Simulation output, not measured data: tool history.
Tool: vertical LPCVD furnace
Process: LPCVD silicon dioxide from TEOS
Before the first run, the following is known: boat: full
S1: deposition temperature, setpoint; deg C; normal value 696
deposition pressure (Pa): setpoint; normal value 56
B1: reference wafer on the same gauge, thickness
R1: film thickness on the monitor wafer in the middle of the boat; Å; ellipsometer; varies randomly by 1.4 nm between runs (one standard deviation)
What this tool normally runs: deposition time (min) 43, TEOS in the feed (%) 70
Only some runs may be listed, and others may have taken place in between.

{"run": 1, "hour": 0.0, "S1": 696, "deposition pressure (Pa)": 56, "deposition time (min)": 43, "TEOS in the feed (%)": 70, "B1": 277.41, "R1": 3121.8}
{"run": 2, "hour": 35.6, "S1": 696, "deposition pressure (Pa)": 56, "deposition time (min)": 43, "TEOS in the feed (%)": 70, "B1": 277.43, "R1": 3156.5}
{"run": 3, "hour": 56.0, "S1": 696, "deposition pressure (Pa)": 56, "deposition time (min)": 43, "TEOS in the feed (%)": 70, "B1": 278.26, "R1": 3156.2}
{"run": 4, "hour": 91.3, "S1": 696, "deposition pressure (Pa)": 56, "deposition time (min)": 43, "TEOS in the feed (%)": 70, "B1": 277.95, "R1": 3125.5}
{"run": 5, "hour": 104.0, "S1": 696, "deposition pressure (Pa)": 56, "deposition time (min)": 43, "TEOS in the feed (%)": 70, "B1": 278.62, "R1": 3123.8}
{"run": 6, "hour": 124.3, "S1": 696, "deposition pressure (Pa)": 56, "deposition time (min)": 43, "TEOS in the feed (%)": 70, "B1": 278.87, "R1": 3160.7}
{"hour": 168.2, "done": "thermocouples replaced and temperature profile calibrated"}
{"run": 7, "hour": 168.7, "S1": 696, "deposition pressure (Pa)": 56, "deposition time (min)": 43, "TEOS in the feed (%)": 70, "B1": 279.26, "R1": 3147.9}
{"hour": 205.1, "done": "TEOS flow controller replaced"}
{"run": 8, "hour": 205.6, "S1": 696, "deposition pressure (Pa)": 56, "deposition time (min)": 43, "TEOS in the feed (%)": 70, "B1": 280.16, "R1": 3180.7}
{"run": 9, "hour": 211.0, "S1": 696, "deposition pressure (Pa)": 56, "deposition time (min)": 43, "TEOS in the feed (%)": 70, "B1": 279.88, "R1": 3170.9}
{"hour": 232.0, "done": "gauge calibrated"}
{"hour": 247.4, "done": "pressure gauge zeroed"}
{"run": 10, "hour": 247.9, "S1": 696, "deposition pressure (Pa)": 56, "deposition time (min)": 43, "TEOS in the feed (%)": 70, "B1": 274.4, "R1": 3088.5}
{"run": 11, "hour": 255.6, "S1": 692, "deposition pressure (Pa)": 67.3, "deposition time (min)": 32.5, "TEOS in the feed (%)": 70, "B1": 274.65, "R1": 2333.7}
{"run": 12, "hour": 290.8, "S1": 696, "deposition pressure (Pa)": 56, "deposition time (min)": 43, "TEOS in the feed (%)": 62, "B1": 274.94, "R1": 2931.8}
{"run": 13, "hour": 315.1, "S1": 705, "deposition pressure (Pa)": 45.3, "deposition time (min)": 27, "TEOS in the feed (%)": 81, "B1": 275.5, "R1": 2320}
{"run": 14, "hour": 343.0, "S1": 696, "deposition pressure (Pa)": 56, "deposition time (min)": 43, "TEOS in the feed (%)": 70, "B1": 276.13, "R1": 3120.9}
{"run": 15, "hour": 371.8, "S1": 696, "deposition pressure (Pa)": 63.3, "deposition time (min)": 43, "TEOS in the feed (%)": 70, "B1": 275.8, "R1": 3321.5}
{"run": 16, "hour": 398.7, "S1": 696, "deposition pressure (Pa)": 56, "deposition time (min)": 43, "TEOS in the feed (%)": 70, "B1": 276.52, "R1": 3137.6}
{"run": 17, "hour": 419.5, "S1": 696, "deposition pressure (Pa)": 56, "deposition time (min)": 43, "TEOS in the feed (%)": 70, "B1": 276.98, "R1": 3145.6}
{"run": 18, "hour": 454.8, "S1": 696, "deposition pressure (Pa)": 56, "deposition time (min)": 43, "TEOS in the feed (%)": 70, "B1": 276.56, "R1": 3140.5}
{"run": 19, "hour": 489.8, "S1": 690, "deposition pressure (Pa)": 56, "deposition time (min)": 35, "TEOS in the feed (%)": 70, "B1": 276.67, "R1": 2220.8}
{"run": 20, "hour": 524.0, "S1": 689, "deposition pressure (Pa)": 66, "deposition time (min)": 43, "TEOS in the feed (%)": 57, "B1": 277.5, "R1": 2609}

Hidden state or all else? Some run-to-run changes of R1, split into what the settings, what came in and random variation would give without the hidden state, and what is left for the hidden state (with any gauge scatter that isn't in both results):
Hidden state present: true tube temperature minus thermocouple reading, K; true pressure minus gauge reading, mTorr; deviation of the TEOS flow from its setpoint, %; gauge reads high (%).
Run 9 -> 10: gauge calibrated, pressure gauge zeroed. R1 -82.4 Å: hidden state -60, all else -22.4.
Run 13 -> 14: S1 705 -> 696, deposition pressure (Pa) 45.3 -> 56, deposition time (min) 27 -> 43, TEOS in the feed (%) 81 -> 70. R1 +800.9 Å: hidden state +4, all else +796.9.
Run 18 -> 19: S1 696 -> 690, deposition time (min) 43 -> 35. R1 -919.7 Å: hidden state -2.6, all else -917.1.
Run 19 -> 20: S1 690 -> 689, deposition pressure (Pa) 56 -> 66, deposition time (min) 35 -> 43, TEOS in the feed (%) 70 -> 57. R1 +388.2 Å: hidden state +6.4, all else +381.8.
